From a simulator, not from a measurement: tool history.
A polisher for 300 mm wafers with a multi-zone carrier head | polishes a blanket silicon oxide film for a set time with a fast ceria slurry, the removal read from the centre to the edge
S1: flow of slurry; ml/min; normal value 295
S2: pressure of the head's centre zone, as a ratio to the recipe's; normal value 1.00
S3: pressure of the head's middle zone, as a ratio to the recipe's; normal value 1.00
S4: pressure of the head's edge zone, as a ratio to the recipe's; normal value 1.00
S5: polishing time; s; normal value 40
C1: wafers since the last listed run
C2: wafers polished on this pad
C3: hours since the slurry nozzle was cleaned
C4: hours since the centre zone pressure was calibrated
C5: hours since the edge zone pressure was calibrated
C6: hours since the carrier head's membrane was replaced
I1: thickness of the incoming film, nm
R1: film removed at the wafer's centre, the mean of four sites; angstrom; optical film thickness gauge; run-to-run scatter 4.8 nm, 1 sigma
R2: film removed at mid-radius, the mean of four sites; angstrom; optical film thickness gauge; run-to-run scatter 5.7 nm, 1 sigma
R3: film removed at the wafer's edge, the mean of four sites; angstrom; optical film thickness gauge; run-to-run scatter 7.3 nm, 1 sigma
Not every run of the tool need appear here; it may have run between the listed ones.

run,hour,S1,S2,S3,S4,S5,C1,C2,C3,C4,C5,C6,I1,R1,R2,R3
1,0.0,295,1.00,1.00,1.00,40,0,827,36.0,329.7,783.7,1266.9,1751.8,4995,4977,4962
# hour 3.9: edge zone pressure recalibrated
2,59.0,295,1.00,1.00,1.00,40,827,1654,95.0,388.7,55.1,1325.9,1735.6,4800,4782,4725
3,127.2,345,1.00,1.00,1.00,40,990,2645,163.2,456.9,123.3,1394.1,1737.9,4713,4748,4827
4,174.0,295,1.00,1.00,1.00,40,679,3324,210.0,503.7,170.1,1440.9,1743.7,4514,4579,4716
# hour 215.1: worn pad replaced by a new one
5,215.6,235,1.00,1.00,1.00,40,545,6,251.6,545.3,211.7,1482.5,1735.5,4431,4598,4684
6,294.6,295,1.00,1.00,1.00,40,1147,1153,330.6,624.3,290.7,1561.5,1738.5,4592,4583,4580
# hour 327.8: slurry nozzle cleaned
7,353.2,295,1.00,1.00,1.00,40,836,1990,25.4,682.9,349.3,1620.1,1731.0,4959,4840,4888
# hour 469.2: worn pad replaced by a new one
8,619.7,295,1.00,0.97,1.00,40,3811,2186,291.9,949.4,615.8,1886.6,1763.2,4469,4462,4555
# hour 624.1: slurry nozzle cleaned
9,665.3,295,1.00,1.00,1.00,40,647,2833,41.2,995.0,661.4,1932.2,1736.8,4832,4814,4786
# hour 720.8: carrier head's membrane replaced by a new one
10,722.3,295,1.00,1.05,0.91,40,755,3588,98.2,1052.0,718.4,1.5,1761.2,4718,4994,4442
# hour 730.2: worn pad replaced by a new one
11,760.2,295,1.00,1.00,1.00,40,492,436,136.1,1089.9,756.3,39.4,1710.2,4865,4749,4793
# hour 802.2: centre zone pressure recalibrated
# hour 838.8: edge zone pressure recalibrated
12,864.1,215,0.88,1.00,1.00,40,1450,1886,240.0,61.9,25.3,143.3,1731.3,3685,4154,4487
# hour 991.1: worn pad replaced by a new one
# hour 992.2: slurry nozzle cleaned
13,1046.3,235,1.07,1.00,1.00,33,2573,786,54.1,244.1,207.5,325.5,1731.1,4194,3892,3850
14,1126.0,295,1.07,1.10,0.96,52,1157,1944,133.8,323.8,287.2,405.2,1767.5,6390,6660,6010
15,1187.7,295,1.00,1.00,1.00,40,895,2840,195.5,385.5,348.9,466.9,1719.0,4557,4668,4774
16,1241.5,295,0.89,0.96,0.95,27,781,3621,249.3,439.3,402.7,520.7,1725.8,2722,2989,3018

Forecast each of these 5 alternatives for the next run:
A,1241.9,295,1.00,1.00,1.11,40,5,3627,249.7,439.7,403.1,521.1,1759.6,?,?,?
B,1241.9,295,1.08,1.03,0.90,35,5,3627,249.7,439.7,403.1,521.1,1759.6,?,?,?
C,1241.9,235,1.00,1.00,0.96,40,5,3627,249.7,439.7,403.1,521.1,1759.6,?,?,?
D,1241.9,295,1.00,0.93,1.00,46,5,3627,249.7,439.7,403.1,521.1,1759.6,?,?,?
E,1241.9,295,1.00,0.96,1.00,40,5,3627,249.7,439.7,403.1,521.1,1759.6,?,?,?

run,R1,R2,R3
A,4623,4573,4993
B,4352,4102,3946
C,4379,4359,4491
D,5314,4949,5458
E,4622,4419,4744
Without the tool's unlogged condition, the same runs would have read:
run,R1,R2,R3
A,5337,5235,5616
B,5024,4696,4439
C,5171,5090,5118
D,6135,5666,6138
E,5336,5059,5336
